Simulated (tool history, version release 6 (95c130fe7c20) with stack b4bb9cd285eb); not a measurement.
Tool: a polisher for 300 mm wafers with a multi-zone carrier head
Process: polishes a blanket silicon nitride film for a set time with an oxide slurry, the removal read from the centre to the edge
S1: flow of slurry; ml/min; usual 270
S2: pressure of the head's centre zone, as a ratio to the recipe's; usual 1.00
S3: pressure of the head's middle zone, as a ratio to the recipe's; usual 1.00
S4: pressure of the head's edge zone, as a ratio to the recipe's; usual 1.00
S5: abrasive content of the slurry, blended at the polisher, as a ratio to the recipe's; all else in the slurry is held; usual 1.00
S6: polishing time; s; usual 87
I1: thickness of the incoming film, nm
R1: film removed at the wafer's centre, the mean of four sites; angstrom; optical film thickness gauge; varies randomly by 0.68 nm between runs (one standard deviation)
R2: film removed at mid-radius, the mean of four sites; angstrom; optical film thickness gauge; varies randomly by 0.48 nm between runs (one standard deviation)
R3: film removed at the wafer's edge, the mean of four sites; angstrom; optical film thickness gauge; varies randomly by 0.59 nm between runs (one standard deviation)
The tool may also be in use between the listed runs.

run,hour,S1,S2,S3,S4,S5,S6,I1,R1,R2,R3
1,0.0,270,0.95,1.00,1.00,1.00,87,408.2,478,525,505
2,52.2,270,1.00,1.00,1.00,1.00,87,417.6,517,522,518
3,108.7,270,1.06,1.09,1.08,1.00,77,406.8,489,501,474
# hour 125.6: worn pad replaced by a new one
4,157.9,195,1.10,1.00,1.00,1.00,87,410.9,529,512,503
5,186.2,270,1.00,1.00,1.00,1.00,68,412.1,397,406,408
# hour 229.5: centre zone pressure recalibrated
6,257.3,340,1.12,0.93,1.12,1.00,87,411.5,588,512,550
7,325.2,270,1.00,1.00,1.00,0.75,117,404.7,576,601,568
8,371.3,270,0.91,1.00,1.09,0.80,87,403.2,406,459,470
9,421.7,270,1.00,1.00,1.00,0.75,87,416.5,420,441,432
# hour 468.9: slurry nozzle cleaned
10,471.1,270,1.00,1.00,1.00,1.00,115,408.5,671,691,675
# hour 524.8: edge zone pressure recalibrated
11,527.7,270,1.00,1.00,1.00,1.00,87,411.6,511,527,510
# hour 535.6: worn pad replaced by a new one
12,575.3,270,1.00,1.10,0.96,1.00,87,402.8,513,556,494
# hour 599.7: carrier head's membrane replaced by a new one
13,612.1,270,0.95,0.92,1.00,1.00,61,412.7,341,343,352
14,664.6,270,1.00,1.00,1.00,0.90,87,411.8,481,484,483
15,712.6,215,1.00,1.00,1.00,1.10,87,411.7,529,531,538
16,763.8,360,1.05,1.00,1.00,1.00,87,413.1,555,535,524
# hour 818.1: centre zone pressure recalibrated
17,818.6,310,1.00,1.05,1.00,1.00,87,409.4,520,543,514

Run 18 is up next; what results do you expect?
18,869.2,220,0.90,1.00,1.00,0.80,87,416.1,?,?,?

Run 18 yielded R1 400 angstrom, R2 450 angstrom, R3 436 angstrom.
Were there no unlogged condition in the tool, this run, its random variation unchanged, would have produced R1 400 angstrom, R2 450 angstrom, R3 436 angstrom.
